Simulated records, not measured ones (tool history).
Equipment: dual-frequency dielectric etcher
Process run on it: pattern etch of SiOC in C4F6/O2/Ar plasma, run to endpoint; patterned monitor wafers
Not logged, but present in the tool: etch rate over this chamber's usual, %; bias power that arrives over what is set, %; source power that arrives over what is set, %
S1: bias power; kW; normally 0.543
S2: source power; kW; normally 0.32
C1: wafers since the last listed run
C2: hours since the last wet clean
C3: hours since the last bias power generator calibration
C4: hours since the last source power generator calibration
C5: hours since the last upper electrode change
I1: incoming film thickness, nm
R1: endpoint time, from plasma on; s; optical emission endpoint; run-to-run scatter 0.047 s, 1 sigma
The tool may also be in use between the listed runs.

run    hour     S1    S2    C1     C2      C3      C4      C5     I1    R1
  1       0  0.543  0.32     0  116.1  1725.2  1975.8  5478.6  43.03  14.3
  2    45.3  0.543  0.32   671  161.4  1770.5  2021.1  5523.9   43.2  14.4
  3   114.1  0.543  0.37  1019  230.2  1839.3  2089.9  5592.7  43.11  13.4
  4     172  0.543  0.37   857  288.1  1897.2  2147.8  5650.6  42.78  13.4
  5   236.2  0.543  0.32   951  352.3  1961.4    2212  5714.8  42.74  14.3
  6   301.7  0.543  0.32   970  417.8  2026.9  2277.5  5780.3  43.04  14.5
      333.4  -- wet clean of the chamber
  7   337.9  0.611   0.3   180    4.5  2063.1  2313.7  5816.5  42.89  13.9
  8   401.9  0.611   0.3   948   68.5  2127.1  2377.7  5880.5  43.08  14.1
      453.7  -- upper electrode replaced
  9   462.7  0.543  0.32   545  129.3  2187.9  2438.5       9  43.37  14.4
 10     522  0.543  0.32   878  188.6  2247.2  2497.8    68.3  42.91  14.3
 11   571.2  0.543  0.32   728  237.8  2296.4    2547   117.5  42.65  14.2
      593.6  -- bias power generator calibrated
 12   613.3  0.543  0.29   564  279.9    19.7  2589.1   159.6  43.06  15.1
 13   645.4  0.543  0.32   475    312    51.8  2621.2   191.7  43.31  14.4
 14   684.8  0.643  0.32   583  351.4    91.2  2660.6   231.1  43.13  13.5
      705.8  -- source power generator calibrated
 15   710.9  0.643  0.27   327  377.5   117.3     5.1   257.2  43.26  14.8
 16   769.5   0.43  0.26   868  436.1   175.9    63.7   315.8  42.85  17.3
      815.5  -- wet clean of the chamber
 17   836.5  0.543  0.32   637     21   242.9   130.7   382.8  43.16  14.3
 18   869.3  0.543  0.32   485   53.8   275.7   163.5   415.6  43.52  14.4
 19     919  0.543  0.32   736  103.5   325.4   213.2   465.3  42.92  14.2
 20   949.9  0.466  0.38   457  134.4   356.3   244.1   496.2  42.93  13.9
 21   989.2  0.651  0.32   582  173.7   395.6   283.4   535.5  42.99  13.4
 22  1037.7  0.654  0.25   718  222.2   444.1   331.9     584  42.97    15

4 ways to go on from here, each from the tool as it stands after run 22. What would each give?
  A  1038.1  0.543  0.28   5  222.6  444.5  332.3  584.4  43.31   ?
  B  1038.1  0.635  0.38   5  222.6  444.5  332.3  584.4  43.31   ?
  C  1038.1  0.503  0.37   5  222.6  444.5  332.3  584.4  43.31   ?
  D  1038.1  0.432  0.32   5  222.6  444.5  332.3  584.4  43.31   ?

run    R1
  A  15.4
  B  12.6
  C  13.9
  D  15.7
With the hidden condition removed and each run's random variation left untouched, the same runs would have given:
run    R1
  A  15.3
  B  12.5
  C  13.8
  D  15.6

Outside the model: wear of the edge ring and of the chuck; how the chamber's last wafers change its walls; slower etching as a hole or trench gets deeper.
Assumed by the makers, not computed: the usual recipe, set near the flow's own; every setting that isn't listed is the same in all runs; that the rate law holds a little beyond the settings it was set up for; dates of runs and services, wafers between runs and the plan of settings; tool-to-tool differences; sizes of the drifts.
